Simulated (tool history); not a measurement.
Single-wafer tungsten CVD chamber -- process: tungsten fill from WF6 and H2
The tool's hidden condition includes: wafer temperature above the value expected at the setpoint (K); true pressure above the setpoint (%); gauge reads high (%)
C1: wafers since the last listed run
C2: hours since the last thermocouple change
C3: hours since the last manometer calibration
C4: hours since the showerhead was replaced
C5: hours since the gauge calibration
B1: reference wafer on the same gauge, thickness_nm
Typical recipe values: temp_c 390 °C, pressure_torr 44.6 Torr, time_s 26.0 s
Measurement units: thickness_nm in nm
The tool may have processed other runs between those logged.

run 1 hour=0.0 | temp_c=390 pressure_torr=44.6 time_s=26.0 | C1=0 C2=1321.5 C3=2093.1 C4=7914.3 C5=359.4 | B1=66.110 | thickness_nm=80.921
run 2 hour=33.1 | temp_c=390 pressure_torr=44.6 time_s=26.0 | C1=515 C2=1354.6 C3=2126.2 C4=7947.4 C5=392.5 | B1=66.097 | thickness_nm=81.258
run 3 hour=66.8 | temp_c=390 pressure_torr=44.6 time_s=26.0 | C1=524 C2=1388.3 C3=2159.9 C4=7981.1 C5=426.2 | B1=66.085 | thickness_nm=81.734
run 4 hour=94.4 | temp_c=390 pressure_torr=44.6 time_s=26.0 | C1=429 C2=1415.9 C3=2187.5 C4=8008.7 C5=453.8 | B1=66.076 | thickness_nm=81.517
run 5 hour=116.4 | temp_c=390 pressure_torr=44.6 time_s=28.6 | C1=342 C2=1437.9 C3=2209.5 C4=8030.7 C5=475.8 | B1=66.086 | thickness_nm=89.661
run 6 hour=145.1 | temp_c=390 pressure_torr=44.6 time_s=28.6 | C1=446 C2=1466.6 C3=2238.2 C4=8059.4 C5=504.5 | B1=66.161 | thickness_nm=89.267
run 7 hour=175.2 | temp_c=390 pressure_torr=44.6 time_s=26.0 | C1=468 C2=1496.7 C3=2268.3 C4=8089.5 C5=534.6 | B1=66.069 | thickness_nm=81.808
-- hour=182.2 gauge calibrated
run 8 hour=193.5 | temp_c=390 pressure_torr=44.6 time_s=26.0 | C1=284 C2=1515.0 C3=2286.6 C4=8107.8 C5=11.3 | B1=66.113 | thickness_nm=82.203
run 9 hour=209.7 | temp_c=390 pressure_torr=44.6 time_s=26.0 | C1=252 C2=1531.2 C3=2302.8 C4=8124.0 C5=27.5 | B1=66.088 | thickness_nm=81.841
run 10 hour=231.2 | temp_c=390 pressure_torr=44.6 time_s=26.0 | C1=334 C2=1552.7 C3=2324.3 C4=8145.5 C5=49.0 | B1=66.103 | thickness_nm=81.897
run 11 hour=261.4 | temp_c=390 pressure_torr=44.6 time_s=26.0 | C1=470 C2=1582.9 C3=2354.5 C4=8175.7 C5=79.2 | B1=66.132 | thickness_nm=82.057
run 12 hour=293.1 | temp_c=390 pressure_torr=40.8 time_s=26.0 | C1=493 C2=1614.6 C3=2386.2 C4=8207.4 C5=110.9 | B1=66.085 | thickness_nm=79.662
run 13 hour=306.3 | temp_c=394 pressure_torr=41.4 time_s=26.0 | C1=205 C2=1627.8 C3=2399.4 C4=8220.6 C5=124.1 | B1=66.028 | thickness_nm=85.845
-- hour=331.9 thermocouple changed; heater temperature recalibrated
-- hour=385.9 capacitance manometer re-zeroed and calibrated
-- hour=389.2 showerhead replaced
run 14 hour=408.0 | temp_c=390 pressure_torr=44.6 time_s=26.0 | C1=1282 C2=76.1 C3=22.1 C4=18.8 C5=225.8 | B1=66.077 | thickness_nm=76.245
run 15 hour=428.9 | temp_c=400 pressure_torr=37.2 time_s=21.9 | C1=325 C2=97.0 C3=43.0 C4=39.7 C5=246.7 | B1=66.121 | thickness_nm=73.045
run 16 hour=447.0 | temp_c=383 pressure_torr=44.6 time_s=30.3 | C1=281 C2=115.1 C3=61.1 C4=57.8 C5=264.8 | B1=66.098 | thickness_nm=78.854
run 17 hour=463.5 | temp_c=390 pressure_torr=44.6 time_s=21.8 | C1=256 C2=131.6 C3=77.6 C4=74.3 C5=281.3 | B1=66.118 | thickness_nm=64.387
run 18 hour=497.9 | temp_c=383 pressure_torr=44.6 time_s=30.3 | C1=535 C2=166.0 C3=112.0 C4=108.7 C5=315.7 | B1=66.123 | thickness_nm=78.699
run 19 hour=517.1 | temp_c=380 pressure_torr=54.3 time_s=27.6 | C1=298 C2=185.2 C3=131.2 C4=127.9 C5=334.9 | B1=66.072 | thickness_nm=71.835
run 20 hour=531.0 | temp_c=403 pressure_torr=49.7 time_s=27.7 | C1=216 C2=199.1 C3=145.1 C4=141.8 C5=348.8 | B1=66.063 | thickness_nm=107.374
run 21 hour=558.6 | temp_c=390 pressure_torr=44.6 time_s=26.0 | C1=429 C2=226.7 C3=172.7 C4=169.4 C5=376.4 | B1=66.192 | thickness_nm=76.738

Take each entry between the runs: how does the hidden state at the last listed run before it differ from the hidden state at the first listed run after it?
Runs 7 to 8: gauge calibrated (hour 182.2)
  wafer temperature above the value expected at the setpoint (K): 4.98 -> 5.04
  measured value less the no-hidden-state value, thickness_nm: +7.063 -> +7.183 nm
Runs 13 to 14: thermocouple changed; heater temperature recalibrated (hour 331.9); capacitance manometer re-zeroed and calibrated (hour 385.9); showerhead replaced (hour 389.2)
  wafer temperature above the value expected at the setpoint (K): 5.43 -> 1.26
  measured value less the no-hidden-state value, thickness_nm: +7.963 -> +1.737 nm

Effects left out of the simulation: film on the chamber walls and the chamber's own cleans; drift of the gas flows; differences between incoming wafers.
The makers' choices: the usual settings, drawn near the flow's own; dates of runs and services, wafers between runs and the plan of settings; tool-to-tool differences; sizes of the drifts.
